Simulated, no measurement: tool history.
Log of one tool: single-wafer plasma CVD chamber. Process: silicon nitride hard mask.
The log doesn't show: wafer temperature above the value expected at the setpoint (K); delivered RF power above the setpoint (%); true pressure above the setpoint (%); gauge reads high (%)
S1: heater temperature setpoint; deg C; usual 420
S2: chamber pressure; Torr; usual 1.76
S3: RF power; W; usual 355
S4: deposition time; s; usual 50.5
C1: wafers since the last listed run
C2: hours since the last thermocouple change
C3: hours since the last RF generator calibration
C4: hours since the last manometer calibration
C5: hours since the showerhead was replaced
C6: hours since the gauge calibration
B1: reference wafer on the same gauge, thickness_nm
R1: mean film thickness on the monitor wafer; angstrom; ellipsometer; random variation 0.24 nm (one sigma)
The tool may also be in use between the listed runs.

{"run": 1, "hour": 0.0, "S1": 420, "S2": 1.53, "S3": 355, "S4": 50.5, "C1": 0, "C2": 1653.8, "C3": 27.4, "C4": 1552.5, "C5": 2488.4, "C6": 767.4, "B1": 68.464, "R1": 625.6}
{"hour": 9.9, "done": "showerhead replaced, of another model than before"}
{"run": 2, "hour": 31.5, "S1": 420, "S2": 1.95, "S3": 355, "S4": 47.8, "C1": 308, "C2": 1685.3, "C3": 58.9, "C4": 1584.0, "C5": 21.6, "C6": 798.9, "B1": 68.512, "R1": 631.09}
{"run": 3, "hour": 38.2, "S1": 420, "S2": 1.95, "S3": 355, "S4": 47.8, "C1": 87, "C2": 1692.0, "C3": 65.6, "C4": 1590.7, "C5": 28.3, "C6": 805.6, "B1": 68.473, "R1": 629.93}
{"run": 4, "hour": 50.2, "S1": 414, "S2": 1.76, "S3": 330, "S4": 50.5, "C1": 157, "C2": 1704.0, "C3": 77.6, "C4": 1602.7, "C5": 40.3, "C6": 817.6, "B1": 68.447, "R1": 629.19}
{"run": 5, "hour": 62.4, "S1": 414, "S2": 1.76, "S3": 330, "S4": 50.5, "C1": 160, "C2": 1716.2, "C3": 89.8, "C4": 1614.9, "C5": 52.5, "C6": 829.8, "B1": 68.536, "R1": 631.33}
{"run": 6, "hour": 71.2, "S1": 430, "S2": 1.76, "S3": 300, "S4": 50.5, "C1": 115, "C2": 1725.0, "C3": 98.6, "C4": 1623.7, "C5": 61.3, "C6": 838.6, "B1": 68.438, "R1": 599.93}
{"hour": 77.7, "done": "gauge calibrated"}
{"run": 7, "hour": 80.5, "S1": 430, "S2": 1.76, "S3": 300, "S4": 50.5, "C1": 122, "C2": 1734.3, "C3": 107.9, "C4": 1633.0, "C5": 70.6, "C6": 2.8, "B1": 68.479, "R1": 597.94}
{"run": 8, "hour": 97.9, "S1": 426, "S2": 1.76, "S3": 300, "S4": 50.5, "C1": 228, "C2": 1751.7, "C3": 125.3, "C4": 1650.4, "C5": 88.0, "C6": 20.2, "B1": 68.471, "R1": 600.78}
{"run": 9, "hour": 109.8, "S1": 429, "S2": 1.39, "S3": 410, "S4": 54.1, "C1": 156, "C2": 1763.6, "C3": 137.2, "C4": 1662.3, "C5": 99.9, "C6": 32.1, "B1": 68.469, "R1": 712.18}
{"hour": 126.9, "done": "thermocouple changed; heater temperature recalibrated"}
{"run": 10, "hour": 127.4, "S1": 420, "S2": 1.76, "S3": 410, "S4": 55.3, "C1": 126, "C2": 0.5, "C3": 154.8, "C4": 1679.9, "C5": 117.5, "C6": 49.7, "B1": 68.524, "R1": 761.54}
{"run": 11, "hour": 132.4, "S1": 420, "S2": 1.76, "S3": 285, "S4": 54.0, "C1": 65, "C2": 5.5, "C3": 159.8, "C4": 1684.9, "C5": 122.5, "C6": 54.7, "B1": 68.482, "R1": 626.39}
{"run": 12, "hour": 143.6, "S1": 426, "S2": 1.76, "S3": 300, "S4": 50.5, "C1": 147, "C2": 16.7, "C3": 171.0, "C4": 1696.1, "C5": 133.7, "C6": 65.9, "B1": 68.486, "R1": 597.2}
{"run": 13, "hour": 188.7, "S1": 408, "S2": 1.37, "S3": 355, "S4": 50.5, "C1": 592, "C2": 61.8, "C3": 216.1, "C4": 1741.2, "C5": 178.8, "C6": 111.0, "B1": 68.467, "R1": 620.6}
{"run": 14, "hour": 198.6, "S1": 407, "S2": 2.11, "S3": 390, "S4": 50.5, "C1": 130, "C2": 71.7, "C3": 226.0, "C4": 1751.1, "C5": 188.7, "C6": 120.9, "B1": 68.46, "R1": 701.97}
{"run": 15, "hour": 225.5, "S1": 420, "S2": 1.76, "S3": 355, "S4": 50.5, "C1": 353, "C2": 98.6, "C3": 252.9, "C4": 1778.0, "C5": 215.6, "C6": 147.8, "B1": 68.515, "R1": 647.81}
{"hour": 260.3, "done": "capacitance manometer re-zeroed and calibrated"}
{"run": 16, "hour": 265.6, "S1": 420, "S2": 1.76, "S3": 355, "S4": 50.5, "C1": 421, "C2": 138.7, "C3": 293.0, "C4": 5.3, "C5": 255.7, "C6": 187.9, "B1": 68.486, "R1": 643.33}
{"run": 17, "hour": 277.4, "S1": 420, "S2": 1.76, "S3": 355, "S4": 50.5, "C1": 154, "C2": 150.5, "C3": 304.8, "C4": 17.1, "C5": 267.5, "C6": 199.7, "B1": 68.474, "R1": 642.29}
{"run": 18, "hour": 292.3, "S1": 420, "S2": 1.76, "S3": 355, "S4": 50.5, "C1": 195, "C2": 165.4, "C3": 319.7, "C4": 32.0, "C5": 282.4, "C6": 214.6, "B1": 68.496, "R1": 645.68}
{"run": 19, "hour": 341.2, "S1": 420, "S2": 1.76, "S3": 355, "S4": 50.5, "C1": 642, "C2": 214.3, "C3": 368.6, "C4": 80.9, "C5": 331.3, "C6": 263.5, "B1": 68.463, "R1": 637.85}
{"run": 20, "hour": 352.2, "S1": 420, "S2": 1.76, "S3": 355, "S4": 50.5, "C1": 144, "C2": 225.3, "C3": 379.6, "C4": 91.9, "C5": 342.3, "C6": 274.5, "B1": 68.412, "R1": 647.3}
{"run": 21, "hour": 360.0, "S1": 431, "S2": 1.76, "S3": 355, "S4": 50.5, "C1": 102, "C2": 233.1, "C3": 387.4, "C4": 99.7, "C5": 350.1, "C6": 282.3, "B1": 68.473, "R1": 641.25}
{"run": 22, "hour": 373.9, "S1": 420, "S2": 1.76, "S3": 355, "S4": 50.5, "C1": 182, "C2": 247.0, "C3": 401.3, "C4": 113.6, "C5": 364.0, "C6": 296.2, "B1": 68.559, "R1": 644.45}
{"run": 23, "hour": 381.1, "S1": 420, "S2": 1.76, "S3": 355, "S4": 50.5, "C1": 94, "C2": 254.2, "C3": 408.5, "C4": 120.8, "C5": 371.2, "C6": 303.4, "B1": 68.494, "R1": 638.5}
{"run": 24, "hour": 396.3, "S1": 420, "S2": 1.76, "S3": 355, "S4": 46.2, "C1": 199, "C2": 269.4, "C3": 423.7, "C4": 136.0, "C5": 386.4, "C6": 318.6, "B1": 68.527, "R1": 590.19}
{"run": 25, "hour": 412.7, "S1": 415, "S2": 1.91, "S3": 355, "S4": 50.5, "C1": 215, "C2": 285.8, "C3": 440.1, "C4": 152.4, "C5": 402.8, "C6": 335.0, "B1": 68.462, "R1": 652.84}
{"run": 26, "hour": 430.5, "S1": 433, "S2": 1.39, "S3": 300, "S4": 50.5, "C1": 233, "C2": 303.6, "C3": 457.9, "C4": 170.2, "C5": 420.6, "C6": 352.8, "B1": 68.555, "R1": 564.33}
{"run": 27, "hour": 439.8, "S1": 414, "S2": 1.76, "S3": 285, "S4": 53.3, "C1": 122, "C2": 312.9, "C3": 467.2, "C4": 179.5, "C5": 429.9, "C6": 362.1, "B1": 68.492, "R1": 612.28}
{"run": 28, "hour": 457.1, "S1": 434, "S2": 1.76, "S3": 355, "S4": 50.5, "C1": 227, "C2": 330.2, "C3": 484.5, "C4": 196.8, "C5": 447.2, "C6": 379.4, "B1": 68.471, "R1": 637.17}
{"run": 29, "hour": 463.5, "S1": 420, "S2": 1.76, "S3": 310, "S4": 50.5, "C1": 84, "C2": 336.6, "C3": 490.9, "C4": 203.2, "C5": 453.6, "C6": 385.8, "B1": 68.477, "R1": 596.97}

Forecast each of these 4 alternatives for the next run:
{"run": "A", "hour": 463.9, "S1": 420, "S2": 1.76, "S3": 355, "S4": 45.2, "C1": 5, "C2": 337.0, "C3": 491.3, "C4": 203.6, "C5": 454.0, "C6": 386.2, "B1": "?", "R1": "?"}
{"run": "B", "hour": 463.9, "S1": 420, "S2": 1.6, "S3": 355, "S4": 50.5, "C1": 5, "C2": 337.0, "C3": 491.3, "C4": 203.6, "C5": 454.0, "C6": 386.2, "B1": "?", "R1": "?"}
{"run": "C", "hour": 463.9, "S1": 420, "S2": 2.06, "S3": 355, "S4": 50.5, "C1": 5, "C2": 337.0, "C3": 491.3, "C4": 203.6, "C5": 454.0, "C6": 386.2, "B1": "?", "R1": "?"}
{"run": "D", "hour": 463.9, "S1": 420, "S2": 1.76, "S3": 315, "S4": 50.5, "C1": 5, "C2": 337.0, "C3": 491.3, "C4": 203.6, "C5": 454.0, "C6": 386.2, "B1": "?", "R1": "?"}

run=A B1=68.473 R1=573.48
run=B B1=68.473 R1=629.60
run=C B1=68.473 R1=659.91
run=D B1=68.473 R1=604.45
Without the tool's hidden state the same runs would have given:
run=A R1=585.78
run=B R1=643.10
run=C R1=674.07
run=D R1=618.03
